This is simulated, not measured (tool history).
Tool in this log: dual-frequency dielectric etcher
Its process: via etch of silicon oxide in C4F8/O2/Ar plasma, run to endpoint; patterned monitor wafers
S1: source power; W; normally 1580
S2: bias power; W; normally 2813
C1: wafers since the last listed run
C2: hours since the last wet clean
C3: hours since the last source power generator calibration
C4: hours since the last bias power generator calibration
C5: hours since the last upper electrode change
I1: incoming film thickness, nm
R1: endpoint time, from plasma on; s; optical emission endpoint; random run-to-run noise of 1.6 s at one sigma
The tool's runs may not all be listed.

{"run": 1, "day": 0.0, "S1": 1580, "S2": 2813, "C1": 0, "C2": 125.2, "C3": 3681.4, "C4": 3396.4, "C5": 2677.4, "I1": 1527.6, "R1": 302}
{"run": 2, "day": 1.671, "S1": 1580, "S2": 2813, "C1": 206, "C2": 165.3, "C3": 3721.5, "C4": 3436.5, "C5": 2717.5, "I1": 1531.1, "R1": 302.8}
{"run": 3, "day": 3.508, "S1": 1580, "S2": 2813, "C1": 227, "C2": 209.4, "C3": 3765.6, "C4": 3480.6, "C5": 2761.6, "I1": 1515.3, "R1": 302.2}
{"run": 4, "day": 5.779, "S1": 1580, "S2": 2813, "C1": 280, "C2": 263.9, "C3": 3820.1, "C4": 3535.1, "C5": 2816.1, "I1": 1535.1, "R1": 301}
{"run": 5, "day": 7.833, "S1": 1730, "S2": 2813, "C1": 253, "C2": 313.2, "C3": 3869.4, "C4": 3584.4, "C5": 2865.4, "I1": 1497.5, "R1": 287.9}
{"run": 6, "day": 9.621, "S1": 1580, "S2": 2813, "C1": 220, "C2": 356.1, "C3": 3912.3, "C4": 3627.3, "C5": 2908.3, "I1": 1512.3, "R1": 296.5}
{"run": 7, "day": 10.65, "S1": 1580, "S2": 2813, "C1": 127, "C2": 380.8, "C3": 3937, "C4": 3652, "C5": 2933, "I1": 1513.6, "R1": 297.5}
{"run": 8, "day": 13.392, "S1": 1580, "S2": 2813, "C1": 338, "C2": 446.6, "C3": 4002.8, "C4": 3717.8, "C5": 2998.8, "I1": 1515.7, "R1": 297.1}
{"run": 9, "day": 15.758, "S1": 1580, "S2": 2503, "C1": 292, "C2": 503.4, "C3": 4059.6, "C4": 3774.6, "C5": 3055.6, "I1": 1507.4, "R1": 308.8}
{"day": 18.329, "done": "wet clean of the chamber"}
{"run": 10, "day": 18.35, "S1": 1580, "S2": 2503, "C1": 196, "C2": 0.5, "C3": 4121.8, "C4": 3836.8, "C5": 3117.8, "I1": 1523.8, "R1": 300.2}
{"day": 19.788, "done": "bias power generator calibrated"}
{"run": 11, "day": 20.283, "S1": 1580, "S2": 2813, "C1": 218, "C2": 46.9, "C3": 4168.2, "C4": 11.9, "C5": 3164.2, "I1": 1528.8, "R1": 286.8}
{"run": 12, "day": 21.712, "S1": 1580, "S2": 2813, "C1": 176, "C2": 81.2, "C3": 4202.5, "C4": 46.2, "C5": 3198.5, "I1": 1514.6, "R1": 283.2}
{"day": 24.375, "done": "wet clean of the chamber, repeated, since the last time left the tool worse"}
{"run": 13, "day": 24.396, "S1": 1350, "S2": 2221, "C1": 208, "C2": 0.5, "C3": 4266.9, "C4": 110.6, "C5": 3262.9, "I1": 1519.7, "R1": 355}
{"day": 26.271, "done": "source power generator calibrated"}
{"run": 14, "day": 26.346, "S1": 1580, "S2": 2813, "C1": 220, "C2": 47.3, "C3": 1.8, "C4": 157.4, "C5": 3309.7, "I1": 1515.2, "R1": 301.7}
{"run": 15, "day": 27.762, "S1": 1850, "S2": 2995, "C1": 175, "C2": 81.3, "C3": 35.8, "C4": 191.4, "C5": 3343.7, "I1": 1515.7, "R1": 283.3}
{"run": 16, "day": 29.333, "S1": 1910, "S2": 2537, "C1": 194, "C2": 119, "C3": 73.5, "C4": 229.1, "C5": 3381.4, "I1": 1521.5, "R1": 301.5}
{"run": 17, "day": 32.146, "S1": 1430, "S2": 2437, "C1": 347, "C2": 186.5, "C3": 141, "C4": 296.6, "C5": 3448.9, "I1": 1521.9, "R1": 330.7}
{"day": 34.142, "done": "upper electrode replaced"}
{"run": 18, "day": 34.162, "S1": 1970, "S2": 3028, "C1": 125, "C2": 234.9, "C3": 189.4, "C4": 345, "C5": 0.5, "I1": 1488.2, "R1": 267.7}
{"run": 19, "day": 36.338, "S1": 1330, "S2": 2813, "C1": 268, "C2": 287.1, "C3": 241.6, "C4": 397.2, "C5": 52.7, "I1": 1505.6, "R1": 308.3}
{"run": 20, "day": 38.592, "S1": 1580, "S2": 2813, "C1": 278, "C2": 341.2, "C3": 295.7, "C4": 451.3, "C5": 106.8, "I1": 1532.6, "R1": 302.2}
{"run": 21, "day": 41.146, "S1": 1350, "S2": 2221, "C1": 315, "C2": 402.5, "C3": 357, "C4": 512.6, "C5": 168.1, "I1": 1521.3, "R1": 341.7}
{"run": 22, "day": 43.667, "S1": 1580, "S2": 3149, "C1": 311, "C2": 463, "C3": 417.5, "C4": 573.1, "C5": 228.6, "I1": 1518.3, "R1": 280.2}

Some steps in R1 between neighbouring runs. How much of each would the tool show without its hidden state too (settings, what came in, random variation), and how much is left for the hidden state, with any gauge scatter that isn't in both results?
Unlogged tool condition in this case: etch rate over this chamber's usual, %; source power that arrives over what is set, %; bias power that arrives over what is set, %.
Run 9 -> 10: wet clean of the chamber. R1 -8.6 s: hidden state -10.3, all else +1.7.
Run 12 -> 13: S1 1580 -> 1350, S2 2813 -> 2221, wet clean of the chamber, repeated, since the last time left the tool worse. R1 +71.8 s: hidden state +18.9, all else +52.9.
Run 17 -> 18: S1 1430 -> 1970, S2 2437 -> 3028, upper electrode replaced. R1 -63 s: hidden state -0.2, all else -62.8.

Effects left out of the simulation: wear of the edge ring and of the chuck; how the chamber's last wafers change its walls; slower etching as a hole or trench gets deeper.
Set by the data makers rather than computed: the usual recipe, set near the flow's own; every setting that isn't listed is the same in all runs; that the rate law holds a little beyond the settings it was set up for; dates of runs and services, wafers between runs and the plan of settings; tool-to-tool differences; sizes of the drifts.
